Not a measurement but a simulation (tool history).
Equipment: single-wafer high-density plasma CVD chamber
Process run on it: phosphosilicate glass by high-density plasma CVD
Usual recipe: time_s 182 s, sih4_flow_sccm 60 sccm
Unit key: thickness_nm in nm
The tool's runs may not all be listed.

run,day,time_s,sih4_flow_sccm,"read-back reference wafer on the same gauge, thickness_nm",thickness_nm
1,0.000,182,60,1020.471,1057.152
2,0.567,182,60,1021.532,1063.318
3,0.842,182,60,1019.710,1070.697
4,1.229,202,60,1019.205,1176.095
5,1.921,202,60,1020.513,1179.585
6,2.429,202,60,1017.422,1185.582
7,3.071,207,60,1018.877,1219.532
8,3.429,207,60,1018.937,1210.405
9,4.146,182,54,1020.858,952.949
10,4.783,182,51,1018.939,909.663
11,5.454,206,60,1018.380,1201.268
12,5.992,206,60,1018.306,1207.460
13,6.583,206,60,1020.316,1216.999
14,7.242,165,60,1022.885,961.048
15,8.025,182,60,1019.340,1063.525
16,8.696,182,60,1020.025,1057.763
17,8.979,162,60,1020.248,956.466
18,9.871,162,60,1019.952,948.244
19,10.304,182,68,1020.470,1191.069
20,11.054,208,56,1020.014,1143.470
21,11.679,149,49,1019.608,712.107
22,13.896,156,66,1021.596,1003.544
23,14.162,182,60,1020.221,1057.983
24,14.867,213,67,1018.565,1400.547
25,15.117,182,60,1022.777,1061.589
26,15.475,182,69,1019.198,1212.419
27,16.150,182,72,1020.204,1279.864
28,16.712,182,49,1021.006,863.331
29,17.117,163,60,1021.528,946.745
30,17.650,182,60,1018.105,1071.889
31,17.938,211,54,1020.132,1109.025
32,18.200,165,53,1021.271,850.148
33,18.688,182,60,1019.553,1076.760
34,19.296,182,60,1020.879,1059.168
35,19.950,182,70,1022.371,1248.678
36,20.488,147,51,1020.681,734.133
37,21.208,161,67,1022.948,1048.248

Taken out of this log: 3 entries between the listed runs. Where each belongs, and how the hidden state differs across it:
In the gap between runs 4 and 5: gauge calibrated (day 1.612)
  no hidden state differs between the two runs
In the gap between runs 17 and 18: silane flow controller replaced (day 9.850)
  no hidden state differs between the two runs
In the gap between runs 25 and 26: gauge calibrated (day 15.383)
  no hidden state differs between the two runs

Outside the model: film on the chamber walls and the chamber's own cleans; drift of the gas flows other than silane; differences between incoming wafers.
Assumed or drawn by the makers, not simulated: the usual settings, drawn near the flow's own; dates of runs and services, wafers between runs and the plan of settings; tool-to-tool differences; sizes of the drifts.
